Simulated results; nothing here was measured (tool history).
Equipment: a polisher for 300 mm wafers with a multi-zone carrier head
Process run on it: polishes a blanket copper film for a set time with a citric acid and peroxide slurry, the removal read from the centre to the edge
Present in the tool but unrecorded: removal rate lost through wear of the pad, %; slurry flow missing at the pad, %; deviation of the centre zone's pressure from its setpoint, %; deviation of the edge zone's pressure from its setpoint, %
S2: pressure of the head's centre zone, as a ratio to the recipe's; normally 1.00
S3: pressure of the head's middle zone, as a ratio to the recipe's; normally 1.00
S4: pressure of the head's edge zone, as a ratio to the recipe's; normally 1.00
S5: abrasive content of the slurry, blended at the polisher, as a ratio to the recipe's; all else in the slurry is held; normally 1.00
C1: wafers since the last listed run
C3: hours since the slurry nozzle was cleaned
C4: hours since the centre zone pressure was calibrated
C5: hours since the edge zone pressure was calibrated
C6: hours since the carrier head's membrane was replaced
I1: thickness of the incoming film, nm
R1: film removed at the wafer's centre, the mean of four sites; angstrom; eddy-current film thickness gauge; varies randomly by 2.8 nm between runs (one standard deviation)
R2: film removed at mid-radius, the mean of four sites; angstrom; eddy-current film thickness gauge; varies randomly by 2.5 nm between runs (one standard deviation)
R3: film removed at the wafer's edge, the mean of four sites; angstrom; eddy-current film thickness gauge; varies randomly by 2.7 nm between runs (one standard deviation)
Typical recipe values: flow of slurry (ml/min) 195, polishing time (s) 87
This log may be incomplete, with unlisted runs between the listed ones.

run 1 hour=0.0 | flow_of_slurry_(ml/min)=195 S2=1.00 S3=1.00 S4=1.00 S5=1.00 polishing_time_(s)=87 | C1=0 wafers_polished_on_this_pad=216 C3=710.2 C4=593.2 C5=24.7 C6=1071.4 | I1=970.8 | R1=1807 R2=1798 R3=1909
-- hour=2.0 centre zone pressure recalibrated
run 2 hour=6.6 | flow_of_slurry_(ml/min)=195 S2=1.00 S3=1.00 S4=1.00 S5=1.00 polishing_time_(s)=87 | C1=43 wafers_polished_on_this_pad=259 C3=716.8 C4=4.6 C5=31.3 C6=1078.0 | I1=994.3 | R1=1777 R2=1760 R3=1868
-- hour=11.2 slurry nozzle cleaned
run 3 hour=19.3 | flow_of_slurry_(ml/min)=195 S2=1.00 S3=1.00 S4=1.00 S5=1.00 polishing_time_(s)=87 | C1=108 wafers_polished_on_this_pad=368 C3=8.1 C4=17.3 C5=44.0 C6=1090.7 | I1=981.4 | R1=2071 R2=1992 R3=1988
-- hour=26.8 carrier head's membrane replaced by a new one
run 4 hour=33.8 | flow_of_slurry_(ml/min)=195 S2=1.00 S3=1.00 S4=1.00 S5=1.00 polishing_time_(s)=87 | C1=88 wafers_polished_on_this_pad=456 C3=22.6 C4=31.8 C5=58.5 C6=7.0 | I1=974.8 | R1=2073 R2=2017 R3=2051
run 5 hour=51.4 | flow_of_slurry_(ml/min)=260 S2=1.00 S3=1.00 S4=1.00 S5=1.00 polishing_time_(s)=87 | C1=163 wafers_polished_on_this_pad=620 C3=40.2 C4=49.4 C5=76.1 C6=24.6 | I1=989.0 | R1=2167 R2=2107 R3=2075
run 6 hour=66.5 | flow_of_slurry_(ml/min)=195 S2=1.00 S3=1.00 S4=1.00 S5=1.00 polishing_time_(s)=87 | C1=140 wafers_polished_on_this_pad=761 C3=55.3 C4=64.5 C5=91.2 C6=39.7 | I1=987.5 | R1=2060 R2=2000 R3=2079
run 7 hour=74.3 | flow_of_slurry_(ml/min)=195 S2=1.00 S3=1.00 S4=1.00 S5=1.00 polishing_time_(s)=87 | C1=72 wafers_polished_on_this_pad=833 C3=63.1 C4=72.3 C5=99.0 C6=47.5 | I1=957.1 | R1=2088 R2=2029 R3=2022
run 8 hour=86.5 | flow_of_slurry_(ml/min)=225 S2=1.00 S3=1.00 S4=1.00 S5=1.00 polishing_time_(s)=87 | C1=113 wafers_polished_on_this_pad=947 C3=75.3 C4=84.5 C5=111.2 C6=59.7 | I1=994.6 | R1=2101 R2=2069 R3=2098
run 9 hour=101.3 | flow_of_slurry_(ml/min)=195 S2=1.00 S3=1.00 S4=1.10 S5=1.00 polishing_time_(s)=87 | C1=137 wafers_polished_on_this_pad=1085 C3=90.1 C4=99.3 C5=126.0 C6=74.5 | I1=973.9 | R1=2098 R2=2000 R3=2146
-- hour=117.1 worn pad replaced by a new one, of another model than before
run 10 hour=117.6 | flow_of_slurry_(ml/min)=195 S2=1.00 S3=1.00 S4=1.00 S5=1.00 polishing_time_(s)=87 | C1=114 wafers_polished_on_this_pad=4 C3=106.4 C4=115.6 C5=142.3 C6=90.8 | I1=964.8 | R1=2048 R2=2051 R3=2051
run 11 hour=132.1 | flow_of_slurry_(ml/min)=260 S2=1.00 S3=1.00 S4=1.11 S5=1.00 polishing_time_(s)=87 | C1=135 wafers_polished_on_this_pad=139 C3=120.9 C4=130.1 C5=156.8 C6=105.3 | I1=973.8 | R1=2160 R2=2078 R3=2204
run 12 hour=149.0 | flow_of_slurry_(ml/min)=195 S2=1.00 S3=1.00 S4=1.00 S5=1.00 polishing_time_(s)=115 | C1=157 wafers_polished_on_this_pad=296 C3=137.8 C4=147.0 C5=173.7 C6=122.2 | I1=979.6 | R1=2726 R2=2638 R3=2669
run 13 hour=164.0 | flow_of_slurry_(ml/min)=195 S2=1.00 S3=1.00 S4=1.00 S5=1.00 polishing_time_(s)=87 | C1=139 wafers_polished_on_this_pad=436 C3=152.8 C4=162.0 C5=188.7 C6=137.2 | I1=963.0 | R1=2069 R2=2021 R3=2004
run 14 hour=174.8 | flow_of_slurry_(ml/min)=170 S2=0.93 S3=1.00 S4=1.00 S5=1.00 polishing_time_(s)=87 | C1=100 wafers_polished_on_this_pad=536 C3=163.6 C4=172.8 C5=199.5 C6=148.0 | I1=985.9 | R1=1902 R2=1988 R3=2000
run 15 hour=184.3 | flow_of_slurry_(ml/min)=195 S2=1.00 S3=1.00 S4=1.00 S5=0.75 polishing_time_(s)=74 | C1=88 wafers_polished_on_this_pad=625 C3=173.1 C4=182.3 C5=209.0 C6=157.5 | I1=974.7 | R1=1635 R2=1651 R3=1611
run 16 hour=197.2 | flow_of_slurry_(ml/min)=225 S2=1.00 S3=1.00 S4=1.00 S5=1.00 polishing_time_(s)=65 | C1=120 wafers_polished_on_this_pad=745 C3=186.0 C4=195.2 C5=221.9 C6=170.4 | I1=972.6 | R1=1606 R2=1552 R3=1530
run 17 hour=206.3 | flow_of_slurry_(ml/min)=160 S2=0.92 S3=0.93 S4=1.00 S5=1.00 polishing_time_(s)=64 | C1=84 wafers_polished_on_this_pad=830 C3=195.1 C4=204.3 C5=231.0 C6=179.5 | I1=970.8 | R1=1356 R2=1401 R3=1474
run 18 hour=218.2 | flow_of_slurry_(ml/min)=195 S2=1.00 S3=1.05 S4=0.92 S5=1.00 polishing_time_(s)=87 | C1=110 wafers_polished_on_this_pad=940 C3=207.0 C4=216.2 C5=242.9 C6=191.4 | I1=985.1 | R1=2109 R2=2083 R3=1986
run 19 hour=230.5 | flow_of_slurry_(ml/min)=215 S2=0.95 S3=0.95 S4=1.00 S5=1.10 polishing_time_(s)=87 | C1=114 wafers_polished_on_this_pad=1055 C3=219.3 C4=228.5 C5=255.2 C6=203.7 | I1=978.9 | R1=2010 R2=2007 R3=2061
run 20 hour=237.3 | flow_of_slurry_(ml/min)=245 S2=1.07 S3=1.00 S4=1.00 S5=0.80 polishing_time_(s)=87 | C1=63 wafers_polished_on_this_pad=1118 C3=226.1 C4=235.3 C5=262.0 C6=210.5 | I1=981.9 | R1=2187 R2=1997 R3=2038
run 21 hour=249.6 | flow_of_slurry_(ml/min)=195 S2=1.07 S3=0.89 S4=1.00 S5=1.10 polishing_time_(s)=65 | C1=114 wafers_polished_on_this_pad=1233 C3=238.4 C4=247.6 C5=274.3 C6=222.8 | I1=992.1 | R1=1688 R2=1371 R3=1526
run 22 hour=259.7 | flow_of_slurry_(ml/min)=195 S2=1.00 S3=1.00 S4=1.03 S5=1.00 polishing_time_(s)=101 | C1=94 wafers_polished_on_this_pad=1327 C3=248.5 C4=257.7 C5=284.4 C6=232.9 | I1=977.2 | R1=2424 R2=2312 R3=2380
-- hour=268.7 worn pad replaced by a new one
run 23 hour=271.8 | flow_of_slurry_(ml/min)=145 S2=1.08 S3=1.06 S4=1.00 S5=1.20 polishing_time_(s)=87 | C1=75 wafers_polished_on_this_pad=28 C3=260.6 C4=269.8 C5=296.5 C6=245.0 | I1=987.1 | R1=2175 R2=2096 R3=2019

Forecast each of these 3 alternatives for the next run:
run A hour=272.3 | flow_of_slurry_(ml/min)=195 S2=1.00 S3=1.00 S4=1.00 S5=1.00 polishing_time_(s)=103 | C1=4 wafers_polished_on_this_pad=33 C3=261.1 C4=270.3 C5=297.0 C6=245.5 | I1=970.8 | R1=? R2=? R3=?
run B hour=272.3 | flow_of_slurry_(ml/min)=250 S2=1.11 S3=1.10 S4=1.00 S5=1.00 polishing_time_(s)=87 | C1=4 wafers_polished_on_this_pad=33 C3=261.1 C4=270.3 C5=297.0 C6=245.5 | I1=970.8 | R1=? R2=? R3=?
run C hour=272.3 | flow_of_slurry_(ml/min)=195 S2=1.00 S3=1.06 S4=1.00 S5=1.00 polishing_time_(s)=87 | C1=4 wafers_polished_on_this_pad=33 C3=261.1 C4=270.3 C5=297.0 C6=245.5 | I1=970.8 | R1=? R2=? R3=?

run=A R1=2456 R2=2360 R3=2429
run=B R1=2384 R2=2201 R3=2095
run=C R1=2075 R2=2080 R3=2050
What these runs would have given with no unlogged condition in the tool:
run=A R1=2492 R2=2391 R3=2452
run=B R1=2413 R2=2225 R3=2112
run=C R1=2105 R2=2107 R3=2070

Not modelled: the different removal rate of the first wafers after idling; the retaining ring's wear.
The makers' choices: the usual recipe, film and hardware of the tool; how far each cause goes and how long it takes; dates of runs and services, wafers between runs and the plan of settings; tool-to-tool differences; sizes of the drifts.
